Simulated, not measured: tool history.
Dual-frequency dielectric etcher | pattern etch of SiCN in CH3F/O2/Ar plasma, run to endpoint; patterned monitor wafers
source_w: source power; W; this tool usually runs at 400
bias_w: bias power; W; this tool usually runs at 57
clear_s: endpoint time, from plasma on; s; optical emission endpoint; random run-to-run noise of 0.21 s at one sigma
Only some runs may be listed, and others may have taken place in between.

| run | day | source_w | bias_w | wafers since the last listed run | hours since the last wet clean | hours since the last source power generator calibration | hours since the last bias power generator calibration | hours since the last upper electrode change | incoming incoming film thickness, nm | clear_s |
|---|---|---|---|---|---|---|---|---|---|---|
| 1 | 0 | 400 | 57 | 0 | 449.9 | 1374.8 | 3633 | 1538.7 | 10.44 | 32 |
| 2 | 1.629 | 400 | 57 | 421 | 489 | 1413.9 | 3672.1 | 1577.8 | 10.5 | 32.1 |
| 3 | 3.862 | 400 | 57 | 577 | 542.6 | 1467.5 | 3725.7 | 1631.4 | 10.4 | 31.6 |
| 4 | 6.246 | 400 | 57 | 615 | 599.8 | 1524.7 | 3782.9 | 1688.6 | 10.58 | 32.4 |
|  | 7.629 | wet clean of the chamber |
| 5 | 7.933 | 400 | 57 | 177 | 7.3 | 1565.2 | 3823.4 | 1729.1 | 10.5 | 33.3 |
| 6 | 9.496 | 400 | 57 | 403 | 44.8 | 1602.7 | 3860.9 | 1766.6 | 10.56 | 33.1 |
| 7 | 11.792 | 400 | 57 | 593 | 99.9 | 1657.8 | 3916 | 1821.7 | 10.49 | 32.8 |
| 8 | 14.429 | 460 | 57 | 681 | 163.2 | 1721.1 | 3979.3 | 1885 | 10.53 | 31.6 |
| 9 | 15.9 | 460 | 57 | 380 | 198.5 | 1756.4 | 4014.6 | 1920.3 | 10.42 | 30.9 |
| 10 | 16.983 | 460 | 57 | 279 | 224.5 | 1782.4 | 4040.6 | 1946.3 | 10.51 | 31.3 |
| 11 | 18.1 | 400 | 57 | 288 | 251.3 | 1809.2 | 4067.4 | 1973.1 | 10.59 | 32.9 |
| 12 | 20.971 | 400 | 57 | 741 | 320.2 | 1878.1 | 4136.3 | 2042 | 10.47 | 32.3 |
| 13 | 22.808 | 400 | 57 | 474 | 364.3 | 1922.2 | 4180.4 | 2086.1 | 10.54 | 32.5 |
|  | 23.771 | bias power generator calibrated |
|  | 27.708 | upper electrode replaced |
| 14 | 30.038 | 400 | 57 | 1566 | 537.8 | 2095.7 | 150.4 | 55.9 | 10.47 | 31.9 |
|  | 31.788 | wet clean of the chamber |
| 15 | 32.783 | 400 | 57 | 451 | 23.9 | 2161.6 | 216.3 | 121.8 | 10.47 | 30.9 |
|  | 34.625 | source power generator calibrated |
| 16 | 37.496 | 360 | 67 | 1174 | 137 | 68.9 | 329.4 | 234.9 | 10.48 | 29.8 |
| 17 | 39.338 | 460 | 52 | 475 | 181.2 | 113.1 | 373.6 | 279.1 | 10.61 | 31.6 |
|  | 41.775 | wet clean of the chamber, repeated, since the last time left the tool worse |
| 18 | 41.796 | 400 | 57 | 376 | 0.5 | 172.1 | 432.6 | 338.1 | 10.54 | 33 |
| 19 | 42.254 | 330 | 63 | 118 | 11.5 | 183.1 | 443.6 | 349.1 | 10.57 | 33.2 |
| 20 | 44.971 | 400 | 57 | 702 | 76.7 | 248.3 | 508.8 | 414.3 | 10.44 | 32.3 |
| 21 | 47.962 | 400 | 49 | 773 | 148.5 | 320.1 | 580.6 | 486.1 | 10.56 | 35.7 |
| 22 | 51.388 | 400 | 57 | 885 | 230.7 | 402.3 | 662.8 | 568.3 | 10.56 | 32.7 |
| 23 | 53.629 | 460 | 68 | 579 | 284.5 | 456.1 | 716.6 | 622.1 | 10.54 | 28.5 |
| 24 | 56.008 | 350 | 52 | 614 | 341.6 | 513.2 | 773.7 | 679.2 | 10.55 | 35.2 |
| 25 | 57.562 | 400 | 57 | 401 | 378.9 | 550.5 | 811 | 716.5 | 10.51 | 32.6 |
| 26 | 59.879 | 400 | 66 | 598 | 434.5 | 606.1 | 866.6 | 772.1 | 10.6 | 30.5 |
|  | 63.771 | wet clean of the chamber |
| 27 | 63.792 | 400 | 57 | 752 | 0.5 | 700 | 960.5 | 866 | 10.56 | 32.8 |
| 28 | 65.221 | 350 | 50 | 369 | 34.8 | 734.3 | 994.8 | 900.3 | 10.59 | 36.6 |
| 29 | 66.417 | 360 | 68 | 309 | 63.5 | 763 | 1023.5 | 929 | 10.48 | 30.9 |
| 30 | 67.833 | 490 | 51 | 366 | 97.5 | 797 | 1057.5 | 963 | 10.41 | 32.2 |
| 31 | 69.008 | 340 | 47 | 303 | 125.7 | 825.2 | 1085.7 | 991.2 | 10.36 | 37 |
| 32 | 70.208 | 400 | 69 | 310 | 154.5 | 854 | 1114.5 | 1020 | 10.46 | 29.8 |
| 33 | 72.158 | 480 | 51 | 503 | 201.3 | 900.8 | 1161.3 | 1066.8 | 10.55 | 32.5 |

Forecast each of these 3 alternatives for the next run:
| A | 72.175 | 400 | 51 | 4 | 201.7 | 901.2 | 1161.7 | 1067.2 | 10.39 | ? |
| B | 72.175 | 450 | 52 | 4 | 201.7 | 901.2 | 1161.7 | 1067.2 | 10.39 | ? |
| C | 72.175 | 490 | 69 | 4 | 201.7 | 901.2 | 1161.7 | 1067.2 | 10.39 | ? |

| run | clear_s |
|---|---|
| A | 33.9 |
| B | 32.5 |
| C | 27.6 |
Without the tool's unlogged condition, the same runs would have read:
| run | clear_s |
|---|---|
| A | 34.3 |
| B | 32.9 |
| C | 28 |

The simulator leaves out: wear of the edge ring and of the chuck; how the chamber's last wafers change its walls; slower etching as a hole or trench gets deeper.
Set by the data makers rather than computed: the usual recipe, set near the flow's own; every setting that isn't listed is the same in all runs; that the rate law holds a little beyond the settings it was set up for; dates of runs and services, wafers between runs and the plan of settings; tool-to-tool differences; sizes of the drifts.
